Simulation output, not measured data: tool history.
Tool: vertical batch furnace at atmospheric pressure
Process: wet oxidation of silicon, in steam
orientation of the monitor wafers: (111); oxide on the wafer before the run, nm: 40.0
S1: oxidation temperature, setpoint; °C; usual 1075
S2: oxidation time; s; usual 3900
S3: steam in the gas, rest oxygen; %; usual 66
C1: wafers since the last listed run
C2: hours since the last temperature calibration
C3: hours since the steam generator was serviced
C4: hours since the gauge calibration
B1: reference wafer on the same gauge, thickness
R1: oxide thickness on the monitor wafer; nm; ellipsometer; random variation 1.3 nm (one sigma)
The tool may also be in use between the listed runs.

| run | day | S1 | S2 | S3 | C1 | C2 | C3 | C4 | B1 | R1 |
|---|---|---|---|---|---|---|---|---|---|---|
| 1 | 0.000 | 1075 | 3900 | 66 | 0 | 2952.1 | 1516.4 | 377.4 | 594.14 | 508.92 |
| 2 | 0.396 | 1075 | 3900 | 66 | 149 | 2961.6 | 1525.9 | 386.9 | 593.96 | 508.67 |
| 3 | 0.858 | 1075 | 3900 | 66 | 174 | 2972.7 | 1537.0 | 398.0 | 594.43 | 508.64 |
|  | 0.862 | gauge calibrated |
| 4 | 1.383 | 1075 | 3900 | 66 | 198 | 2985.3 | 1549.6 | 12.5 | 593.93 | 507.05 |
| 5 | 1.988 | 1075 | 3900 | 66 | 228 | 2999.8 | 1564.1 | 27.0 | 594.32 | 507.50 |
| 6 | 2.383 | 1075 | 3900 | 66 | 149 | 3009.3 | 1573.6 | 36.5 | 594.04 | 508.78 |
| 7 | 2.879 | 1075 | 3900 | 66 | 187 | 3021.2 | 1585.5 | 48.4 | 594.15 | 507.55 |
| 8 | 3.304 | 1075 | 3900 | 66 | 160 | 3031.4 | 1595.7 | 58.6 | 594.15 | 508.28 |
| 9 | 3.912 | 1075 | 3900 | 66 | 229 | 3046.0 | 1610.3 | 73.2 | 594.10 | 507.02 |
| 10 | 4.379 | 1075 | 3900 | 66 | 176 | 3057.2 | 1621.5 | 84.4 | 593.91 | 506.08 |
| 11 | 4.950 | 1075 | 5130 | 66 | 215 | 3070.9 | 1635.2 | 98.1 | 594.21 | 587.88 |
| 12 | 5.412 | 1075 | 5130 | 66 | 174 | 3082.0 | 1646.3 | 109.2 | 593.96 | 587.63 |
|  | 6.733 | thermocouples replaced and temperature profile calibrated |
| 13 | 6.754 | 1075 | 5130 | 66 | 129 | 0.5 | 1678.5 | 141.4 | 594.22 | 590.39 |
| 14 | 6.946 | 1075 | 3900 | 66 | 72 | 5.1 | 1683.1 | 146.0 | 593.65 | 507.46 |
| 15 | 7.400 | 1075 | 3900 | 66 | 171 | 16.0 | 1694.0 | 156.9 | 594.01 | 507.72 |
| 16 | 7.888 | 1080 | 3900 | 74 | 184 | 27.7 | 1705.7 | 168.6 | 594.09 | 548.78 |
|  | 9.067 | steam generator serviced |
| 17 | 9.088 | 1075 | 3900 | 66 | 75 | 56.5 | 0.5 | 197.4 | 593.96 | 494.46 |
| 18 | 10.283 | 1075 | 3900 | 66 | 451 | 85.2 | 29.2 | 226.1 | 594.05 | 491.17 |
| 19 | 10.592 | 1075 | 3900 | 66 | 116 | 92.6 | 36.6 | 233.5 | 593.84 | 491.68 |
|  | 11.779 | steam generator serviced, repeated, since the last time left the tool worse |
| 20 | 11.800 | 1098 | 5400 | 55 | 78 | 121.6 | 0.5 | 262.5 | 593.87 | 608.60 |
| 21 | 11.988 | 1090 | 3900 | 70 | 70 | 126.1 | 5.0 | 267.0 | 593.93 | 568.34 |
| 22 | 12.179 | 1075 | 3900 | 66 | 72 | 130.7 | 9.6 | 271.6 | 593.83 | 520.06 |
| 23 | 12.371 | 1075 | 3900 | 66 | 72 | 135.3 | 14.2 | 276.2 | 594.16 | 521.71 |
| 24 | 12.733 | 1075 | 3120 | 66 | 136 | 144.0 | 22.9 | 284.9 | 593.96 | 460.37 |
| 25 | 13.104 | 1096 | 2100 | 62 | 140 | 152.9 | 31.8 | 293.8 | 593.99 | 386.61 |
| 26 | 13.792 | 1053 | 3900 | 66 | 259 | 169.4 | 48.3 | 310.3 | 594.16 | 477.50 |
|  | 13.892 | gauge calibrated |
| 27 | 14.588 | 1075 | 3900 | 66 | 300 | 188.5 | 67.4 | 16.7 | 594.23 | 520.92 |
| 28 | 15.054 | 1052 | 2550 | 74 | 176 | 199.7 | 78.6 | 27.9 | 594.28 | 400.98 |
| 29 | 15.521 | 1053 | 3150 | 70 | 176 | 210.9 | 89.8 | 39.1 | 594.09 | 437.32 |
| 30 | 16.196 | 1075 | 5670 | 76 | 255 | 227.1 | 106.0 | 55.3 | 593.89 | 683.63 |
| 31 | 16.888 | 1075 | 4800 | 60 | 261 | 243.7 | 122.6 | 71.9 | 593.78 | 554.50 |
| 32 | 17.308 | 1075 | 3900 | 66 | 159 | 253.8 | 132.7 | 82.0 | 594.28 | 518.86 |
| 33 | 17.862 | 1083 | 2130 | 71 | 209 | 267.1 | 146.0 | 95.3 | 594.11 | 400.66 |
| 34 | 18.642 | 1075 | 3900 | 66 | 294 | 285.8 | 164.7 | 114.0 | 594.13 | 519.96 |
| 35 | 19.096 | 1075 | 3900 | 66 | 171 | 296.7 | 175.6 | 124.9 | 594.14 | 516.90 |
| 36 | 19.412 | 1056 | 3900 | 62 | 119 | 304.3 | 183.2 | 132.5 | 594.25 | 465.99 |
| 37 | 20.192 | 1075 | 3900 | 66 | 294 | 323.0 | 201.9 | 151.2 | 594.04 | 518.94 |
| 38 | 20.600 | 1075 | 4770 | 59 | 154 | 332.8 | 211.7 | 161.0 | 593.92 | 547.25 |

Forecast each of these 3 alternatives for the next run:
| A | 20.792 | 1075 | 3900 | 66 | 72 | 337.4 | 216.3 | 165.6 | ? | ? |
| B | 20.792 | 1051 | 3900 | 76 | 72 | 337.4 | 216.3 | 165.6 | ? | ? |
| C | 20.792 | 1075 | 3900 | 57 | 72 | 337.4 | 216.3 | 165.6 | ? | ? |

| run | B1 | R1 |
|---|---|---|
| A | 593.57 | 517.46 |
| B | 593.57 | 508.92 |
| C | 593.57 | 477.72 |
Without the tool's hidden state the same runs would have given:
| run | R1 |
|---|---|
| A | 520.43 |
| B | 511.91 |
| C | 480.48 |
